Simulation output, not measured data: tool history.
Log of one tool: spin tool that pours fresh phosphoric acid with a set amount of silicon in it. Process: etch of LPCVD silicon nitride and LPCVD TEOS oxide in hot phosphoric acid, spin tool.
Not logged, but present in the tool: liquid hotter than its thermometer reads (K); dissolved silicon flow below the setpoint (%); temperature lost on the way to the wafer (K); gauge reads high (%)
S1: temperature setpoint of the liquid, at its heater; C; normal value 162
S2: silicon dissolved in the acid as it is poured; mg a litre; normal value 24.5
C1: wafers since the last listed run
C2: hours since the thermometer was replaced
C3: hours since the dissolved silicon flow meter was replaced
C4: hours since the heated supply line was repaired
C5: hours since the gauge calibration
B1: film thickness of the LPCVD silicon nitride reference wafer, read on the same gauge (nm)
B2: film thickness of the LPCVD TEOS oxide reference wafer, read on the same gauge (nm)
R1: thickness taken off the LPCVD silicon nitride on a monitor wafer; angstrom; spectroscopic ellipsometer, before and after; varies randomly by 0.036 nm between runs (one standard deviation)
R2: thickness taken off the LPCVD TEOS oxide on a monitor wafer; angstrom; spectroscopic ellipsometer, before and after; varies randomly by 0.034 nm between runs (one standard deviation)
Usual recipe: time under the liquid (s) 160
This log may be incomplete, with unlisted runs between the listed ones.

run 1 hour=0 | S1=162 S2=24.5 time_under_the_liquid_(s)=160 | C1=0 C2=321.3 C3=1377 C4=3379.6 C5=82.4 | B1=120.01 B2=130.011 | R1=139 R2=5.56
run 2 hour=12.7 | S1=162 S2=24.5 time_under_the_liquid_(s)=160 | C1=108 C2=334 C3=1389.7 C4=3392.3 C5=95.1 | B1=119.97 B2=129.995 | R1=139.5 R2=5.14
run 3 hour=35.3 | S1=162 S2=24.5 time_under_the_liquid_(s)=160 | C1=192 C2=356.6 C3=1412.3 C4=3414.9 C5=117.7 | B1=120.01 B2=129.996 | R1=139.7 R2=5.75
run 4 hour=58.4 | S1=162 S2=24.5 time_under_the_liquid_(s)=160 | C1=196 C2=379.7 C3=1435.4 C4=3438 C5=140.8 | B1=119.99 B2=129.99 | R1=139.7 R2=5.43
run 5 hour=77.4 | S1=162 S2=24.5 time_under_the_liquid_(s)=235 | C1=162 C2=398.7 C3=1454.4 C4=3457 C5=159.8 | B1=120 B2=129.992 | R1=205.7 R2=8.11
run 6 hour=94.8 | S1=162 S2=24.5 time_under_the_liquid_(s)=235 | C1=148 C2=416.1 C3=1471.8 C4=3474.4 C5=177.2 | B1=119.99 B2=129.981 | R1=205.7 R2=7.95
run 7 hour=108 | S1=162 S2=33 time_under_the_liquid_(s)=160 | C1=112 C2=429.3 C3=1485 C4=3487.6 C5=190.4 | B1=120.01 B2=129.996 | R1=139.6 R2=4.22
run 8 hour=141.9 | S1=162 S2=24.5 time_under_the_liquid_(s)=160 | C1=289 C2=463.2 C3=1518.9 C4=3521.5 C5=224.3 | B1=120 B2=130.008 | R1=141.1 R2=5.17
-- hour=161.7 gauge calibrated
-- hour=187 dissolved silicon flow meter replaced
-- hour=214.8 heated supply line repaired
-- hour=215.6 thermometer replaced
run 9 hour=230.2 | S1=163.5 S2=24.5 time_under_the_liquid_(s)=185 | C1=729 C2=14.6 C3=43.2 C4=15.4 C5=68.5 | B1=119.97 B2=130.017 | R1=181.4 R2=8.44
run 10 hour=254.7 | S1=160 S2=18 time_under_the_liquid_(s)=125 | C1=208 C2=39.1 C3=67.7 C4=39.9 C5=93 | B1=120.03 B2=129.991 | R1=109.6 R2=5.33
run 11 hour=274.1 | S1=162 S2=24.5 time_under_the_liquid_(s)=75 | C1=165 C2=58.5 C3=87.1 C4=59.3 C5=112.4 | B1=119.98 B2=129.987 | R1=70.2 R2=2.78
run 12 hour=301.3 | S1=164 S2=24.5 time_under_the_liquid_(s)=225 | C1=231 C2=85.7 C3=114.3 C4=86.5 C5=139.6 | B1=120.01 B2=129.99 | R1=226.3 R2=10.56
run 13 hour=325.3 | S1=160.5 S2=31.5 time_under_the_liquid_(s)=120 | C1=204 C2=109.7 C3=138.3 C4=110.5 C5=163.6 | B1=120.01 B2=130.003 | R1=107.5 R2=3.06
run 14 hour=343.6 | S1=164 S2=43 time_under_the_liquid_(s)=125 | C1=156 C2=128 C3=156.6 C4=128.8 C5=181.9 | B1=120.01 B2=130.01 | R1=126 R2=2.45

Forecast each of these 3 alternatives for the next run:
run A hour=344.1 | S1=162 S2=32 time_under_the_liquid_(s)=160 | C1=4 C2=128.5 C3=157.1 C4=129.3 C5=182.4 | B1=? B2=? | R1=? R2=?
run B hour=344.1 | S1=162 S2=24.5 time_under_the_liquid_(s)=200 | C1=4 C2=128.5 C3=157.1 C4=129.3 C5=182.4 | B1=? B2=? | R1=? R2=?
run C hour=344.1 | S1=164 S2=42.5 time_under_the_liquid_(s)=160 | C1=4 C2=128.5 C3=157.1 C4=129.3 C5=182.4 | B1=? B2=? | R1=? R2=?

run=A B1=119.99 B2=130.017 R1=150.9 R2=4.67
run=B B1=119.99 B2=130.017 R1=188.6 R2=7.74
run=C B1=119.99 B2=130.017 R1=161.2 R2=2.94
With the hidden condition removed and each run's random variation left untouched, the same runs would have given:
run=A R1=151.2 R2=4.69
run=B R1=189 R2=7.77
run=C R1=161.6 R2=2.95

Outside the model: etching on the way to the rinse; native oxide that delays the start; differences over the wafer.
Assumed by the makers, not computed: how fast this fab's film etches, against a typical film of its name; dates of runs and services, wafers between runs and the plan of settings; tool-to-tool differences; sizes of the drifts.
